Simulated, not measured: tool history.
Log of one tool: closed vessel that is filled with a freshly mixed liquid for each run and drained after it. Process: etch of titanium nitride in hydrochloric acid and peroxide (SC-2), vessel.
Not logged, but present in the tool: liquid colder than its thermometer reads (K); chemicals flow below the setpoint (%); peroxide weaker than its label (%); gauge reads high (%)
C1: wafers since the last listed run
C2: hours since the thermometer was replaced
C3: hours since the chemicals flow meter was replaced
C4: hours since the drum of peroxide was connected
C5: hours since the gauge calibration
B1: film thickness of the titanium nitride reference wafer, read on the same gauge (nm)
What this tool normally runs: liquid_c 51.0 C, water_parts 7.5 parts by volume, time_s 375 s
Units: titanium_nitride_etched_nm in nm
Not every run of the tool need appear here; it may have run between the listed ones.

run 1 day=0.000 | liquid_c=51.0 water_parts=7.5 time_s=375 | C1=0 C2=373.3 C3=241.3 C4=979.7 C5=934.2 | B1=102.20 | titanium_nitride_etched_nm=8.42
run 2 day=1.575 | liquid_c=51.0 water_parts=7.5 time_s=375 | C1=3005 C2=411.1 C3=279.1 C4=1017.5 C5=972.0 | B1=102.37 | titanium_nitride_etched_nm=8.43
run 3 day=3.771 | liquid_c=51.0 water_parts=7.5 time_s=375 | C1=4190 C2=463.8 C3=331.8 C4=1070.2 C5=1024.7 | B1=102.60 | titanium_nitride_etched_nm=8.49
run 4 day=6.996 | liquid_c=51.0 water_parts=7.5 time_s=235 | C1=6154 C2=541.2 C3=409.2 C4=1147.6 C5=1102.1 | B1=102.98 | titanium_nitride_etched_nm=5.25
-- day=9.600 new drum of peroxide connected
-- day=9.888 chemicals flow meter replaced
run 5 day=10.546 | liquid_c=51.0 water_parts=7.5 time_s=235 | C1=6615 C2=626.4 C3=15.8 C4=22.7 C5=1187.3 | B1=103.36 | titanium_nitride_etched_nm=5.31
run 6 day=12.992 | liquid_c=51.0 water_parts=7.5 time_s=235 | C1=4667 C2=685.1 C3=74.5 C4=81.4 C5=1246.0 | B1=103.70 | titanium_nitride_etched_nm=5.35
-- day=16.950 gauge calibrated
run 7 day=20.233 | liquid_c=51.0 water_parts=6.0 time_s=375 | C1=13818 C2=858.9 C3=248.3 C4=255.2 C5=78.8 | B1=100.47 | titanium_nitride_etched_nm=9.72
run 8 day=24.579 | liquid_c=51.0 water_parts=6.0 time_s=375 | C1=8292 C2=963.2 C3=352.6 C4=359.5 C5=183.1 | B1=100.53 | titanium_nitride_etched_nm=9.70
-- day=26.558 thermometer replaced
run 9 day=27.262 | liquid_c=51.0 water_parts=5.0 time_s=375 | C1=5040 C2=16.9 C3=417.0 C4=423.9 C5=247.5 | B1=100.57 | titanium_nitride_etched_nm=11.11
run 10 day=31.025 | liquid_c=51.0 water_parts=5.0 time_s=375 | C1=7179 C2=107.2 C3=507.3 C4=514.2 C5=337.8 | B1=100.67 | titanium_nitride_etched_nm=11.18
-- day=31.362 chemicals flow meter replaced
run 11 day=32.942 | liquid_c=51.0 water_parts=5.0 time_s=375 | C1=3577 C2=153.2 C3=37.9 C4=560.2 C5=383.8 | B1=100.74 | titanium_nitride_etched_nm=11.15
run 12 day=36.438 | liquid_c=51.0 water_parts=7.5 time_s=375 | C1=6670 C2=237.1 C3=121.8 C4=644.1 C5=467.7 | B1=100.94 | titanium_nitride_etched_nm=8.27
run 13 day=39.875 | liquid_c=51.0 water_parts=7.5 time_s=375 | C1=6559 C2=319.6 C3=204.3 C4=726.6 C5=550.2 | B1=101.16 | titanium_nitride_etched_nm=8.32
run 14 day=44.200 | liquid_c=51.0 water_parts=7.5 time_s=375 | C1=8253 C2=423.4 C3=308.1 C4=830.4 C5=654.0 | B1=101.39 | titanium_nitride_etched_nm=8.34
run 15 day=46.288 | liquid_c=59.5 water_parts=7.5 time_s=375 | C1=3983 C2=473.5 C3=358.2 C4=880.5 C5=704.1 | B1=101.54 | titanium_nitride_etched_nm=14.45
run 16 day=49.229 | liquid_c=41.5 water_parts=7.5 time_s=500 | C1=5613 C2=544.1 C3=428.8 C4=951.1 C5=774.7 | B1=101.77 | titanium_nitride_etched_nm=5.81
-- day=50.817 chemicals flow meter replaced
-- day=53.554 new drum of peroxide connected
run 17 day=59.592 | liquid_c=51.0 water_parts=10.5 time_s=560 | C1=19615 C2=792.8 C3=210.6 C4=144.9 C5=1023.4 | B1=102.75 | titanium_nitride_etched_nm=9.59
run 18 day=61.638 | liquid_c=51.0 water_parts=4.0 time_s=375 | C1=3903 C2=841.9 C3=259.7 C4=194.0 C5=1072.5 | B1=102.96 | titanium_nitride_etched_nm=13.44
run 19 day=65.254 | liquid_c=51.0 water_parts=7.5 time_s=375 | C1=6901 C2=928.7 C3=346.5 C4=280.8 C5=1159.3 | B1=103.43 | titanium_nitride_etched_nm=8.51
-- day=68.579 chemicals flow meter replaced
run 20 day=69.562 | liquid_c=51.0 water_parts=7.5 time_s=515 | C1=8141 C2=1032.1 C3=23.6 C4=384.2 C5=1262.7 | B1=103.97 | titanium_nitride_etched_nm=11.73
-- day=69.762 gauge calibrated
-- day=72.062 thermometer replaced
run 21 day=72.725 | liquid_c=51.0 water_parts=5.5 time_s=460 | C1=5955 C2=15.9 C3=99.5 C4=460.1 C5=71.1 | B1=100.10 | titanium_nitride_etched_nm=12.75
run 22 day=74.692 | liquid_c=51.0 water_parts=7.5 time_s=375 | C1=3752 C2=63.1 C3=146.7 C4=507.3 C5=118.3 | B1=100.05 | titanium_nitride_etched_nm=8.22
run 23 day=78.875 | liquid_c=48.0 water_parts=11.5 time_s=535 | C1=7982 C2=163.5 C3=247.1 C4=607.7 C5=218.7 | B1=100.18 | titanium_nitride_etched_nm=6.74
run 24 day=80.658 | liquid_c=57.0 water_parts=5.0 time_s=550 | C1=3403 C2=206.3 C3=289.9 C4=650.5 C5=261.5 | B1=100.22 | titanium_nitride_etched_nm=24.13
run 25 day=85.446 | liquid_c=51.0 water_parts=7.5 time_s=260 | C1=9135 C2=321.2 C3=404.8 C4=765.4 C5=376.4 | B1=100.35 | titanium_nitride_etched_nm=5.69
-- day=85.583 chemicals flow meter replaced
run 26 day=89.100 | liquid_c=46.0 water_parts=9.5 time_s=580 | C1=6893 C2=408.9 C3=84.4 C4=853.1 C5=464.1 | B1=100.58 | titanium_nitride_etched_nm=7.55
run 27 day=91.875 | liquid_c=41.0 water_parts=6.0 time_s=480 | C1=5295 C2=475.5 C3=151.0 C4=919.7 C5=530.7 | B1=100.71 | titanium_nitride_etched_nm=6.36
run 28 day=94.246 | liquid_c=60.5 water_parts=9.5 time_s=190 | C1=4524 C2=532.4 C3=207.9 C4=976.6 C5=587.6 | B1=100.86 | titanium_nitride_etched_nm=6.40

Results for each run, recomputed without the tool's hidden state and with each run's random variation untouched:
run=1 titanium_nitride_etched_nm=8.24
run=2 titanium_nitride_etched_nm=8.23
run=3 titanium_nitride_etched_nm=8.27
run=4 titanium_nitride_etched_nm=5.10
run=5 titanium_nitride_etched_nm=5.14
run=6 titanium_nitride_etched_nm=5.16
run=7 titanium_nitride_etched_nm=9.68
run=8 titanium_nitride_etched_nm=9.65
run=9 titanium_nitride_etched_nm=11.04
run=10 titanium_nitride_etched_nm=11.10
run=11 titanium_nitride_etched_nm=11.07
run=12 titanium_nitride_etched_nm=8.19
run=13 titanium_nitride_etched_nm=8.23
run=14 titanium_nitride_etched_nm=8.23
run=15 titanium_nitride_etched_nm=14.23
run=16 titanium_nitride_etched_nm=5.71
run=17 titanium_nitride_etched_nm=9.33
run=18 titanium_nitride_etched_nm=13.05
run=19 titanium_nitride_etched_nm=8.23
run=20 titanium_nitride_etched_nm=11.29
run=21 titanium_nitride_etched_nm=12.74
run=22 titanium_nitride_etched_nm=8.21
run=23 titanium_nitride_etched_nm=6.73
run=24 titanium_nitride_etched_nm=24.08
run=25 titanium_nitride_etched_nm=5.67
run=26 titanium_nitride_etched_nm=7.51
run=27 titanium_nitride_etched_nm=6.32
run=28 titanium_nitride_etched_nm=6.35
